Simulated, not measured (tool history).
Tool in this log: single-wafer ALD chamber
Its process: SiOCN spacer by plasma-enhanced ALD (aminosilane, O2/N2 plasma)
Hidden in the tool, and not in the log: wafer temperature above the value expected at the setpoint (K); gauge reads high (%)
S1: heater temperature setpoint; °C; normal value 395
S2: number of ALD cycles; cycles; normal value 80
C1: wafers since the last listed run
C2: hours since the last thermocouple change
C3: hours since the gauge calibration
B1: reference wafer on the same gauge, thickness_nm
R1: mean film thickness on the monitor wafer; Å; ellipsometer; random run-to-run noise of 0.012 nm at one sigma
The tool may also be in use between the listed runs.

| run | hour | S1 | S2 | C1 | C2 | C3 | B1 | R1 |
|---|---|---|---|---|---|---|---|---|
| 1 | 0 | 395 | 86 | 0 | 1743.2 | 871.5 | 5.177 | 52.14 |
| 2 | 76.5 | 395 | 86 | 308 | 1819.7 | 948 | 5.175 | 51.87 |
| 3 | 172.7 | 389 | 74 | 387 | 1915.9 | 1044.2 | 5.189 | 44.94 |
| 4 | 272.3 | 395 | 80 | 401 | 2015.5 | 1143.8 | 5.179 | 48.46 |
| 5 | 491.7 | 395 | 80 | 884 | 2234.9 | 1363.2 | 5.179 | 48.38 |
| 6 | 559.5 | 395 | 80 | 273 | 2302.7 | 1431 | 5.183 | 48.29 |
| 7 | 643.1 | 395 | 80 | 337 | 2386.3 | 1514.6 | 5.186 | 48.34 |
| 8 | 706.5 | 395 | 80 | 255 | 2449.7 | 1578 | 5.182 | 48.38 |
| 9 | 747.6 | 395 | 80 | 165 | 2490.8 | 1619.1 | 5.183 | 48.22 |
| 10 | 898.4 | 395 | 80 | 608 | 2641.6 | 1769.9 | 5.18 | 48.37 |
| 11 | 936 | 395 | 74 | 151 | 2679.2 | 1807.5 | 5.175 | 44.52 |
| 12 | 1021.9 | 395 | 74 | 346 | 2765.1 | 1893.4 | 5.177 | 44.8 |
|  | 1061.4 | gauge calibrated |
| 13 | 1105.8 | 387 | 85 | 338 | 2849 | 44.4 | 5.182 | 51.03 |
| 14 | 1163.1 | 400 | 80 | 231 | 2906.3 | 101.7 | 5.177 | 48.19 |
| 15 | 1238.6 | 388 | 69 | 304 | 2981.8 | 177.2 | 5.179 | 41.82 |
|  | 1313.3 | thermocouple changed; heater temperature recalibrated |
| 16 | 1340.8 | 402 | 80 | 379 | 27.5 | 279.4 | 5.183 | 47.98 |
| 17 | 1444 | 382 | 89 | 416 | 130.7 | 382.6 | 5.182 | 53.48 |
| 18 | 1523.5 | 395 | 80 | 320 | 210.2 | 462.1 | 5.183 | 48.39 |
| 19 | 1592.5 | 395 | 80 | 278 | 279.2 | 531.1 | 5.181 | 48.48 |
| 20 | 1677 | 395 | 80 | 340 | 363.7 | 615.6 | 5.183 | 48.42 |
| 21 | 1743.5 | 395 | 87 | 268 | 430.2 | 682.1 | 5.175 | 52.6 |
| 22 | 1786.6 | 382 | 91 | 173 | 473.3 | 725.2 | 5.187 | 54.98 |
| 23 | 1861.8 | 395 | 92 | 303 | 548.5 | 800.4 | 5.183 | 55.91 |
| 24 | 1901.5 | 395 | 80 | 160 | 588.2 | 840.1 | 5.176 | 48.1 |
| 25 | 1988 | 395 | 80 | 348 | 674.7 | 926.6 | 5.185 | 48.5 |

Here are 5 independent what-if runs from the current tool condition. What would each one return?
| A | 1988.6 | 388 | 80 | 2 | 675.3 | 927.2 | ? | ? |
| B | 1988.6 | 387 | 93 | 2 | 675.3 | 927.2 | ? | ? |
| C | 1988.6 | 381 | 96 | 2 | 675.3 | 927.2 | ? | ? |
| D | 1988.6 | 410 | 96 | 2 | 675.3 | 927.2 | ? | ? |
| E | 1988.6 | 406 | 76 | 2 | 675.3 | 927.2 | ? | ? |

| run | B1 | R1 |
|---|---|---|
| A | 5.177 | 48.44 |
| B | 5.177 | 56.32 |
| C | 5.177 | 58.13 |
| D | 5.177 | 56.37 |
| E | 5.177 | 45.18 |
Had the tool no hidden state, the same runs would have come out as:
| run | R1 |
|---|---|
| A | 48.44 |
| B | 56.32 |
| C | 58.13 |
| D | 56.37 |
| E | 45.18 |
